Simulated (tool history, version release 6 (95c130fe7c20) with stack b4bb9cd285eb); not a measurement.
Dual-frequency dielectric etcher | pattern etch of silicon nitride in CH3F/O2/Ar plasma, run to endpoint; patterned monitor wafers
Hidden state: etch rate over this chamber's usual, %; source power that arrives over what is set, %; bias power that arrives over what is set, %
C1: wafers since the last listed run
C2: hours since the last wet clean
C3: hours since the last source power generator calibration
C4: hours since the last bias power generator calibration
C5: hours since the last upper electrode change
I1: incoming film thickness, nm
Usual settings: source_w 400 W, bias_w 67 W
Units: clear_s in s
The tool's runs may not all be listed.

run 1 hour=0 | source_w=400 bias_w=67 | C1=0 C2=86.5 C3=1744.2 C4=2754.1 C5=1730.3 | I1=20.71 | clear_s=33.1
run 2 hour=32.5 | source_w=400 bias_w=67 | C1=602 C2=119 C3=1776.7 C4=2786.6 C5=1762.8 | I1=20.92 | clear_s=33.6
run 3 hour=98 | source_w=400 bias_w=67 | C1=1214 C2=184.5 C3=1842.2 C4=2852.1 C5=1828.3 | I1=20.9 | clear_s=33.5
run 4 hour=117.2 | source_w=400 bias_w=67 | C1=356 C2=203.7 C3=1861.4 C4=2871.3 C5=1847.5 | I1=20.37 | clear_s=32.7
run 5 hour=139.3 | source_w=400 bias_w=67 | C1=409 C2=225.8 C3=1883.5 C4=2893.4 C5=1869.6 | I1=21.02 | clear_s=33.8
run 6 hour=152.1 | source_w=400 bias_w=67 | C1=237 C2=238.6 C3=1896.3 C4=2906.2 C5=1882.4 | I1=20.8 | clear_s=33.4
run 7 hour=177.7 | source_w=400 bias_w=67 | C1=474 C2=264.2 C3=1921.9 C4=2931.8 C5=1908 | I1=20.98 | clear_s=33.9
run 8 hour=194 | source_w=400 bias_w=67 | C1=302 C2=280.5 C3=1938.2 C4=2948.1 C5=1924.3 | I1=20.71 | clear_s=33.2
run 9 hour=295.4 | source_w=400 bias_w=67 | C1=1880 C2=381.9 C3=2039.6 C4=3049.5 C5=2025.7 | I1=20.82 | clear_s=33.5
-- hour=322.1 wet clean of the chamber
run 10 hour=322.6 | source_w=400 bias_w=67 | C1=59 C2=0.5 C3=2066.8 C4=3076.7 C5=2052.9 | I1=20.96 | clear_s=33.8
run 11 hour=339.7 | source_w=400 bias_w=67 | C1=317 C2=17.6 C3=2083.9 C4=3093.8 C5=2070 | I1=20.87 | clear_s=33.6
run 12 hour=352.5 | source_w=320 bias_w=73 | C1=237 C2=30.4 C3=2096.7 C4=3106.6 C5=2082.8 | I1=20.74 | clear_s=36.6
run 13 hour=367.6 | source_w=320 bias_w=73 | C1=280 C2=45.5 C3=2111.8 C4=3121.7 C5=2097.9 | I1=20.83 | clear_s=36.6
run 14 hour=398.9 | source_w=460 bias_w=67 | C1=580 C2=76.8 C3=2143.1 C4=3153 C5=2129.2 | I1=20.77 | clear_s=31.1
run 15 hour=418.8 | source_w=400 bias_w=67 | C1=369 C2=96.7 C3=2163 C4=3172.9 C5=2149.1 | I1=20.69 | clear_s=33.3
run 16 hour=439.3 | source_w=400 bias_w=67 | C1=380 C2=117.2 C3=2183.5 C4=3193.4 C5=2169.6 | I1=20.92 | clear_s=33.7
run 17 hour=547.2 | source_w=350 bias_w=81 | C1=2001 C2=225.1 C3=2291.4 C4=3301.3 C5=2277.5 | I1=20.71 | clear_s=34
run 18 hour=569 | source_w=310 bias_w=52 | C1=404 C2=246.9 C3=2313.2 C4=3323.1 C5=2299.3 | I1=20.73 | clear_s=40.4
run 19 hour=590.1 | source_w=350 bias_w=84 | C1=391 C2=268 C3=2334.3 C4=3344.2 C5=2320.4 | I1=20.86 | clear_s=34
run 20 hour=624.7 | source_w=310 bias_w=80 | C1=641 C2=302.6 C3=2368.9 C4=3378.8 C5=2355 | I1=20.84 | clear_s=36.4
run 21 hour=649.4 | source_w=300 bias_w=67 | C1=458 C2=327.3 C3=2393.6 C4=3403.5 C5=2379.7 | I1=20.81 | clear_s=38.8
-- hour=697.8 wet clean of the chamber
-- hour=698.2 source power generator calibrated
run 22 hour=698.7 | source_w=340 bias_w=67 | C1=461 C2=0.9 C3=0.5 C4=3452.8 C5=2429 | I1=20.56 | clear_s=34.6
run 23 hour=702.1 | source_w=400 bias_w=54 | C1=63 C2=4.3 C3=3.9 C4=3456.2 C5=2432.4 | I1=20.93 | clear_s=34.2
run 24 hour=717.5 | source_w=310 bias_w=60 | C1=285 C2=19.7 C3=19.3 C4=3471.6 C5=2447.8 | I1=20.62 | clear_s=37.8
run 25 hour=748.9 | source_w=400 bias_w=67 | C1=582 C2=51.1 C3=50.7 C4=3503 C5=2479.2 | I1=20.73 | clear_s=32.2
run 26 hour=781.4 | source_w=400 bias_w=67 | C1=602 C2=83.6 C3=83.2 C4=3535.5 C5=2511.7 | I1=20.65 | clear_s=32.2
-- hour=798.1 bias power generator calibrated
run 27 hour=798.6 | source_w=500 bias_w=53 | C1=244 C2=100.8 C3=100.4 C4=0.5 C5=2528.9 | I1=20.93 | clear_s=30.9
-- hour=826.2 upper electrode replaced
run 28 hour=829.4 | source_w=450 bias_w=57 | C1=126 C2=131.6 C3=131.2 C4=31.3 C5=3.2 | I1=20.72 | clear_s=31.7
run 29 hour=913.1 | source_w=460 bias_w=79 | C1=1552 C2=215.3 C3=214.9 C4=115 C5=86.9 | I1=20.83 | clear_s=29.2
run 30 hour=942.3 | source_w=480 bias_w=73 | C1=541 C2=244.5 C3=244.1 C4=144.2 C5=116.1 | I1=20.59 | clear_s=29.2
run 31 hour=973.9 | source_w=330 bias_w=55 | C1=586 C2=276.1 C3=275.7 C4=175.8 C5=147.7 | I1=20.8 | clear_s=38
run 32 hour=994.2 | source_w=490 bias_w=67 | C1=376 C2=296.4 C3=296 C4=196.1 C5=168 | I1=20.98 | clear_s=30
-- hour=1054 wet clean of the chamber
run 33 hour=1058 | source_w=400 bias_w=67 | C1=738 C2=4 C3=359.8 C4=259.9 C5=231.8 | I1=20.91 | clear_s=33
run 34 hour=1090.4 | source_w=370 bias_w=67 | C1=601 C2=36.4 C3=392.2 C4=292.3 C5=264.2 | I1=20.66 | clear_s=33.8
run 35 hour=1120 | source_w=400 bias_w=81 | C1=549 C2=66 C3=421.8 C4=321.9 C5=293.8 | I1=20.76 | clear_s=31

How the hidden state differs across the entries between the runs, from the last listed run before each to the first after it:
Between runs 9 and 10: wet clean of the chamber (hour 322.1)
  source power that arrives over what is set, %: -6.11 -> -6.12
  measured less the result without the state, clear_s: +1.1 -> +1.1 s
Between runs 21 and 22: wet clean of the chamber (hour 697.8); source power generator calibrated (hour 698.2)
  source power that arrives over what is set, %: -6.24 -> -0.212
  measured less the result without the state, clear_s: +1.3 -> +0 s
Between runs 26 and 27: bias power generator calibrated (hour 798.1)
  source power that arrives over what is set, %: -0.759 -> -0.865
  measured less the result without the state, clear_s: +0.1 -> +0.1 s
Between runs 27 and 28: upper electrode replaced (hour 826.2)
  source power that arrives over what is set, %: -0.865 -> -1.05
  measured less the result without the state, clear_s: +0.1 -> +0.1 s
Between runs 32 and 33: wet clean of the chamber (hour 1054)
  source power that arrives over what is set, %: -1.92 -> -2.21
  measured less the result without the state, clear_s: +0.3 -> +0.4 s
